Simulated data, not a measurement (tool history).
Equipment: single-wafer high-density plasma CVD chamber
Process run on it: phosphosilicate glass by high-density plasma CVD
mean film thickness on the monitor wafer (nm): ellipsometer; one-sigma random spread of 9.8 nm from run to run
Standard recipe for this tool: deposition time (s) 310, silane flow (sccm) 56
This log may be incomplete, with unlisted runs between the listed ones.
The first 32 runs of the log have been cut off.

| run | day | deposition time (s) | silane flow (sccm) | wafers since the last listed run | hours since the silane flow controller was replaced | hours since the gauge calibration | read-back reference wafer on the same gauge, thickness_nm | mean film thickness on the monitor wafer (nm) |
|---|---|---|---|---|---|---|---|---|
| 33 | 74.388 | 278 | 51 | 352 | 507.8 | 335.1 | 1967.966 | 1449.701 |
| 34 | 82.575 | 281 | 51 | 1276 | 704.3 | 531.6 | 1966.055 | 1441.782 |
| 35 | 85.204 | 310 | 59 | 410 | 767.4 | 594.7 | 1968.224 | 1776.505 |
| 36 | 88.046 | 248 | 56 | 443 | 835.6 | 662.9 | 1973.251 | 1361.39 |
| 37 | 89.871 | 366 | 61 | 284 | 879.4 | 706.7 | 1968.978 | 2105.983 |
| 38 | 92.654 | 357 | 52 | 434 | 946.2 | 773.5 | 1970.849 | 1853.684 |
| 39 | 94.412 | 344 | 63 | 274 | 988.4 | 815.7 | 1966.909 | 2039.409 |
| 40 | 96.179 | 359 | 48 | 275 | 1030.8 | 858.1 | 1969.775 | 1784.164 |
| 41 | 97.742 | 310 | 59 | 243 | 1068.3 | 895.6 | 1968.337 | 1739.018 |
| 42 | 99.221 | 310 | 56 | 230 | 1103.8 | 931.1 | 1965.824 | 1700.941 |
| 43 | 101.938 | 310 | 56 | 423 | 1169 | 996.3 | 1968.672 | 1682.845 |

Here are 5 independent what-if runs from the current tool condition. What would each one return?
| A | 101.958 | 310 | 56 | 3 | 1169.5 | 996.8 | ? | ? |
| B | 101.958 | 278 | 47 | 3 | 1169.5 | 996.8 | ? | ? |
| C | 101.958 | 250 | 61 | 3 | 1169.5 | 996.8 | ? | ? |
| D | 101.958 | 330 | 61 | 3 | 1169.5 | 996.8 | ? | ? |
| E | 101.958 | 335 | 45 | 3 | 1169.5 | 996.8 | ? | ? |

| run | read-back reference wafer on the same gauge, thickness_nm | mean film thickness on the monitor wafer (nm) |
|---|---|---|
| A | 1974.481 | 1677.113 |
| B | 1974.481 | 1345.957 |
| C | 1974.481 | 1431.465 |
| D | 1974.481 | 1889.534 |
| E | 1974.481 | 1579.608 |
The same runs, with their run-to-run variation unchanged, on a tool lacking any hidden condition would have given:
| run | mean film thickness on the monitor wafer (nm) |
|---|---|
| A | 1736.726 |
| B | 1393.799 |
| C | 1482.346 |
| D | 1956.697 |
| E | 1635.755 |
